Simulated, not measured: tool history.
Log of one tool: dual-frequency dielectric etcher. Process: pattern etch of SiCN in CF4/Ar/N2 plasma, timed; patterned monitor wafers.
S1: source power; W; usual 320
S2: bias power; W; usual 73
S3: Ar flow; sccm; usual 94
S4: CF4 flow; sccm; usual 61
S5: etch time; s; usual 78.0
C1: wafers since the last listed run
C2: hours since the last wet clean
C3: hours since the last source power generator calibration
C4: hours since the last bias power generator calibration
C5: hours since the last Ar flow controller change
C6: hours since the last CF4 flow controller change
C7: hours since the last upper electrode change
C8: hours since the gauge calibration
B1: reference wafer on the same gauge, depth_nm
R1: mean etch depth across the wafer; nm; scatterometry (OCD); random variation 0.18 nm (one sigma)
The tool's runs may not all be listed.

run     day   S1  S2   S3  S4     S5   C1     C2      C3     C4     C5      C6     C7      C8     B1     R1
  1   0.000  320  73   94  61   78.0    0  407.5  3843.8  100.3  118.7  2194.8   17.8  1093.3  56.54  46.74
      0.812  -- gauge calibrated
  2   1.054  320  73   94  61   93.0  163  432.8  3869.1  125.6  144.0  2220.1   43.1     5.8  56.53  55.86
  3   1.696  320  73   94  61   99.5   99  448.2  3884.5  141.0  159.4  2235.5   58.5    21.2  56.59  59.57
      2.242  -- CF4 flow controller replaced
  4   2.550  320  73   94  61   78.0   93  468.7  3905.0  161.5  179.9     7.4   79.0    41.7  56.51  46.86
  5   4.004  290  73   94  61   71.5  225  503.6  3939.9  196.4  214.8    42.3  113.9    76.6  56.55  40.29
  6   5.454  320  73   94  61   78.0  224  538.4  3974.7  231.2  249.6    77.1  148.7   111.4  56.40  46.88
      5.933  -- bias power generator calibrated, repeated, since the last time left the tool worse
      5.942  -- source power generator calibrated
  7   6.312  320  73  113  61   78.0  105  559.0     8.9    9.1  270.2    97.7  169.3   132.0  56.46  46.53
      7.883  -- wet clean of the chamber
  8   7.904  320  58  105  61  101.0   91    0.5    47.1   47.3  308.4   135.9  207.5   170.2  56.55  54.34
  9   8.738  380  91   86  73   78.0  129   20.5    67.1   67.3  328.4   155.9  227.5   190.2  56.48  62.80
 10   9.783  250  73   94  61   78.0  161   45.6    92.2   92.4  353.5   181.0  252.6   215.3  56.51  41.23
 11  10.867  390  63   94  61   78.0  167   71.6   118.2  118.4  379.5   207.0  278.6   241.3  56.52  51.20
 12  11.921  320  73   94  61   78.0  163   96.9   143.5  143.7  404.8   232.3  303.9   266.6  56.54  48.48
 13  13.004  320  73   94  61   78.0  167  122.9   169.5  169.7  430.8   258.3  329.9   292.6  56.51  48.10
 14  14.429  320  73  114  61   78.0  220  157.1   203.7  203.9  465.0   292.5  364.1   326.8  56.50  46.62
 15  15.304  320  84   94  74   68.0  135  178.1   224.7  224.9  486.0   313.5  385.1   347.8  56.56  46.52
 16  15.904  270  73  105  61   78.0   92  192.5   239.1  239.3  500.4   327.9  399.5   362.2  56.54  42.52
 17  17.150  390  63   94  61   78.0  192  222.4   269.0  269.2  530.3   357.8  429.4   392.1  56.51  51.02
 18  18.058  320  73   94  61   78.0  140  244.2   290.8  291.0  552.1   379.6  451.2   413.9  56.46  48.66
 19  22.400  280  73   94  72   66.5  672  348.4   395.0  395.2  656.3   483.8  555.4   518.1  56.52  38.84
 20  23.338  340  73   76  61   78.0  145  370.9   417.5  417.7  678.8   506.3  577.9   540.6  56.51  52.15

Forecast each of these 5 alternatives for the next run:
  A  23.354  320  73   94  61  78.0   2  371.3  417.9  418.1  679.2  506.7  578.3  541.0   ?   ?
  B  23.354  320  84  111  69  94.0   2  371.3  417.9  418.1  679.2  506.7  578.3  541.0   ?   ?
  C  23.354  320  58   94  61  78.0   2  371.3  417.9  418.1  679.2  506.7  578.3  541.0   ?   ?
  D  23.354  240  73   94  65  78.0   2  371.3  417.9  418.1  679.2  506.7  578.3  541.0   ?   ?
  E  23.354  240  86  111  61  93.0   2  371.3  417.9  418.1  679.2  506.7  578.3  541.0   ?   ?

run     B1     R1
  A  56.51  48.32
  B  56.51  61.81
  C  56.51  42.93
  D  56.51  40.96
  E  56.51  50.96
Without the tool's hidden state the same runs would have given:
run     R1
  A  48.38
  B  61.90
  C  42.98
  D  41.02
  E  51.04

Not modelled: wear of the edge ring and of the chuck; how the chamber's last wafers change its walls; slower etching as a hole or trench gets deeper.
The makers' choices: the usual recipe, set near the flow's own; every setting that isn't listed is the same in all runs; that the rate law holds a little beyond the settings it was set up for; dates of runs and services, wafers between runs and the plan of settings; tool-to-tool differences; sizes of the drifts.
